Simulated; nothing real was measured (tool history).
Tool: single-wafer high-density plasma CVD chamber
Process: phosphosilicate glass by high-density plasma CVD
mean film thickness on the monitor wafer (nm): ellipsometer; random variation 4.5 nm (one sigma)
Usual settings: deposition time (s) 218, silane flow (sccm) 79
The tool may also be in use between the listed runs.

| run | hour | deposition time (s) | silane flow (sccm) | wafers since the last listed run | hours since the silane flow controller was replaced | hours since the gauge calibration | read-back reference wafer on the same gauge, thickness_nm | mean film thickness on the monitor wafer (nm) |
|---|---|---|---|---|---|---|---|---|
| 1 | 0.0 | 218 | 79 | 0 | 4965.4 | 795.8 | 1400.490 | 1490.496 |
| 2 | 43.6 | 218 | 79 | 344 | 5009.0 | 839.4 | 1400.507 | 1482.640 |
| 3 | 131.7 | 218 | 79 | 696 | 5097.1 | 927.5 | 1399.566 | 1476.473 |
| 4 | 192.1 | 218 | 79 | 477 | 5157.5 | 987.9 | 1398.419 | 1485.104 |
| 5 | 230.9 | 218 | 79 | 306 | 5196.3 | 1026.7 | 1398.425 | 1478.431 |
| 6 | 308.2 | 203 | 79 | 611 | 5273.6 | 1104.0 | 1399.765 | 1378.071 |
|  | 346.8 | silane flow controller replaced |
| 7 | 408.1 | 203 | 79 | 726 | 61.3 | 1203.9 | 1400.767 | 1468.925 |
|  | 418.0 | gauge calibrated |
| 8 | 456.8 | 218 | 91 | 385 | 110.0 | 38.8 | 1400.354 | 1818.910 |
| 9 | 617.6 | 199 | 89 | 1271 | 270.8 | 199.6 | 1401.422 | 1620.421 |
| 10 | 668.4 | 218 | 74 | 401 | 321.6 | 250.4 | 1398.581 | 1479.920 |
| 11 | 781.4 | 255 | 67 | 893 | 434.6 | 363.4 | 1399.948 | 1560.617 |
| 12 | 835.0 | 246 | 89 | 423 | 488.2 | 417.0 | 1399.451 | 2003.704 |
| 13 | 941.8 | 218 | 79 | 844 | 595.0 | 523.8 | 1399.550 | 1567.122 |
| 14 | 1007.1 | 218 | 75 | 516 | 660.3 | 589.1 | 1400.093 | 1483.070 |
| 15 | 1100.8 | 257 | 63 | 741 | 754.0 | 682.8 | 1401.675 | 1478.848 |
| 16 | 1141.2 | 218 | 79 | 319 | 794.4 | 723.2 | 1400.645 | 1559.562 |

Hidden state at the last listed run before each entry between runs and at the first one after, where it differs:
Between runs 6 and 7: silane flow controller replaced (hour 346.8)
  delivered silane flow above the setpoint (%): -6.54 -> 0.147
  measured less the result without the state, mean film thickness on the monitor wafer (nm): -96.434 -> +2.158
Between runs 7 and 8: gauge calibrated (hour 418.0)
  delivered silane flow above the setpoint (%): 0.147 -> 0.0887
  measured less the result without the state, mean film thickness on the monitor wafer (nm): +2.158 -> +1.611
